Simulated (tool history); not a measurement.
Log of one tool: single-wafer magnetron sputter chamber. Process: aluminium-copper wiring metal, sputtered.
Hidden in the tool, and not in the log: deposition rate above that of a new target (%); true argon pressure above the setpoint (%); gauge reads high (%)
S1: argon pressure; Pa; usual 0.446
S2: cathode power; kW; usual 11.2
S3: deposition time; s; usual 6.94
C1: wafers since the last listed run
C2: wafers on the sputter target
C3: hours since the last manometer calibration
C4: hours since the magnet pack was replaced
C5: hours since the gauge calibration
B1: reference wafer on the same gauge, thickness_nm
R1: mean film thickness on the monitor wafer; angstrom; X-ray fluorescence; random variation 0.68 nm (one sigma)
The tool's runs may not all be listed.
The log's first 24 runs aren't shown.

| run | hour | S1 | S2 | S3 | C1 | C2 | C3 | C4 | C5 | B1 | R1 |
|---|---|---|---|---|---|---|---|---|---|---|---|
| 25 | 362.4 | 0.446 | 11.2 | 6.94 | 250 | 1730 | 9.3 | 118 | 187.9 | 134.203 | 1292.22 |
| 26 | 371.1 | 0.589 | 13.4 | 5.86 | 247 | 1978 | 18 | 126.7 | 196.6 | 134.085 | 1220.43 |
| 27 | 386.1 | 0.56 | 11.2 | 6.94 | 427 | 2405 | 33 | 141.7 | 211.6 | 134.047 | 1231.55 |
| 28 | 398.9 | 0.497 | 9.6 | 6.94 | 364 | 2769 | 45.8 | 154.5 | 224.4 | 134.231 | 1075.03 |
| 29 | 412.3 | 0.511 | 9.05 | 6.33 | 381 | 3151 | 59.2 | 167.9 | 237.8 | 134.254 | 923.28 |
| 30 | 458.3 | 0.544 | 11.2 | 7.3 | 1310 | 4461 | 105.2 | 213.9 | 283.8 | 133.964 | 1295.09 |
| 31 | 466.9 | 0.392 | 12.05 | 7.81 | 244 | 4706 | 113.8 | 222.5 | 292.4 | 133.58 | 1557.54 |
| 32 | 476.7 | 0.446 | 11.2 | 6.44 | 279 | 4985 | 123.6 | 232.3 | 302.2 | 134.103 | 1174.05 |
| 33 | 492.9 | 0.392 | 12.05 | 7.81 | 461 | 5447 | 139.8 | 248.5 | 318.4 | 133.654 | 1556.17 |
| 34 | 508.1 | 0.305 | 8.45 | 6.94 | 432 | 5879 | 155 | 263.7 | 333.6 | 134.13 | 1015.68 |

Forecast each of these 5 alternatives for the next run:
| A | 508.5 | 0.374 | 11.2 | 6.94 | 11 | 5891 | 155.4 | 264.1 | 334 | ? | ? |
| B | 508.5 | 0.446 | 12.6 | 6.41 | 11 | 5891 | 155.4 | 264.1 | 334 | ? | ? |
| C | 508.5 | 0.355 | 13.5 | 5.95 | 11 | 5891 | 155.4 | 264.1 | 334 | ? | ? |
| D | 508.5 | 0.619 | 8.5 | 5.62 | 11 | 5891 | 155.4 | 264.1 | 334 | ? | ? |
| E | 508.5 | 0.493 | 8.75 | 6.94 | 11 | 5891 | 155.4 | 264.1 | 334 | ? | ? |

| run | B1 | R1 |
|---|---|---|
| A | 134.085 | 1312.42 |
| B | 134.085 | 1323.55 |
| C | 134.085 | 1367.09 |
| D | 134.085 | 729.61 |
| E | 134.085 | 976.08 |
Without the tool's hidden state the same runs would have given:
| run | R1 |
|---|---|
| A | 1345.77 |
| B | 1357.18 |
| C | 1401.83 |
| D | 748.14 |
| E | 1000.89 |
